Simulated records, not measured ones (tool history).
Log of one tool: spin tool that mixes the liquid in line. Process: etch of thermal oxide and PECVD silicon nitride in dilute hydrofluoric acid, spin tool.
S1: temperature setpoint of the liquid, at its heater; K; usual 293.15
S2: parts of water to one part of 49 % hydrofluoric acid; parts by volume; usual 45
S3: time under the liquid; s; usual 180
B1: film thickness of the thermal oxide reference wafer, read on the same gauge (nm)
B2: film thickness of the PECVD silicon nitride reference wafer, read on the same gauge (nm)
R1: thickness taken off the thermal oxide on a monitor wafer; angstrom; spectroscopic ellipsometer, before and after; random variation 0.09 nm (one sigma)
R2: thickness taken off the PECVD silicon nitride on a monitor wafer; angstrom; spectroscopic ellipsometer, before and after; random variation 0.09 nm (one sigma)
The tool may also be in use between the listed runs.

run,hour,S1,S2,S3,B1,B2,R1,R2
1,0.0,293.15,45,180,110.05,50.00,206.9,121.0
2,10.0,293.15,45,180,110.01,49.96,206.5,121.9
# hour 15.9: hydrofluoric acid flow meter replaced
3,17.0,293.15,45,180,109.97,49.99,185.8,111.5
4,23.6,293.15,45,180,110.02,49.99,184.3,113.0
5,39.6,293.15,45,180,110.03,50.01,185.1,111.9
6,55.0,293.15,60,215,109.99,50.00,164.4,100.8
7,70.0,293.15,60,215,109.98,49.98,164.4,101.7
8,78.9,293.15,60,215,109.94,50.03,164.3,101.5
9,91.4,293.15,45,260,110.00,49.99,271.8,163.8
10,101.6,293.15,45,180,110.00,49.96,187.1,111.8
11,119.3,296.15,55,275,109.97,50.03,262.3,172.8
12,131.0,293.15,45,140,110.02,50.01,145.9,87.0
13,140.4,296.15,30,180,109.98,50.01,322.7,203.4
# hour 147.3: gauge calibrated
14,148.2,293.15,45,85,110.02,50.00,88.7,53.3
# hour 158.5: thermometer replaced
15,163.8,293.15,45,120,110.06,49.99,126.1,74.2
16,170.8,296.65,50,105,110.03,49.98,114.3,74.4
17,201.1,294.65,45,270,109.97,50.00,301.2,188.7
18,207.6,293.15,45,180,109.95,50.02,189.4,112.7
19,214.7,291.65,65,90,109.96,49.99,59.8,36.0
20,229.4,293.15,45,180,109.98,50.03,190.7,113.5
21,241.7,290.15,45,140,110.03,50.01,131.2,71.6
22,259.1,293.15,45,180,110.03,49.97,190.3,114.6
23,270.0,290.15,45,180,109.96,49.95,166.7,92.1
24,280.8,297.15,45,180,110.01,50.01,226.1,149.5
25,298.5,293.15,55,95,110.04,50.01,81.2,50.1

5 ways to go on from here, each from the tool as it stands after run 25. What would each give?
A,299.0,293.15,30,180,?,?,?,?
B,299.0,290.15,35,130,?,?,?,?
C,299.0,294.65,45,265,?,?,?,?
D,299.0,290.65,45,180,?,?,?,?
E,299.0,293.15,50,180,?,?,?,?

run,B1,B2,R1,R2
A,109.97,49.98,292.0,169.7
B,109.97,49.98,157.7,85.4
C,109.97,49.98,300.1,187.3
D,109.97,49.98,171.7,96.2
E,109.97,49.98,171.1,103.5
Without the tool's hidden state the same runs would have given:
run,R1,R2
A,279.8,163.1
B,151.1,82.1
C,287.4,180.0
D,164.5,92.4
E,163.9,99.5

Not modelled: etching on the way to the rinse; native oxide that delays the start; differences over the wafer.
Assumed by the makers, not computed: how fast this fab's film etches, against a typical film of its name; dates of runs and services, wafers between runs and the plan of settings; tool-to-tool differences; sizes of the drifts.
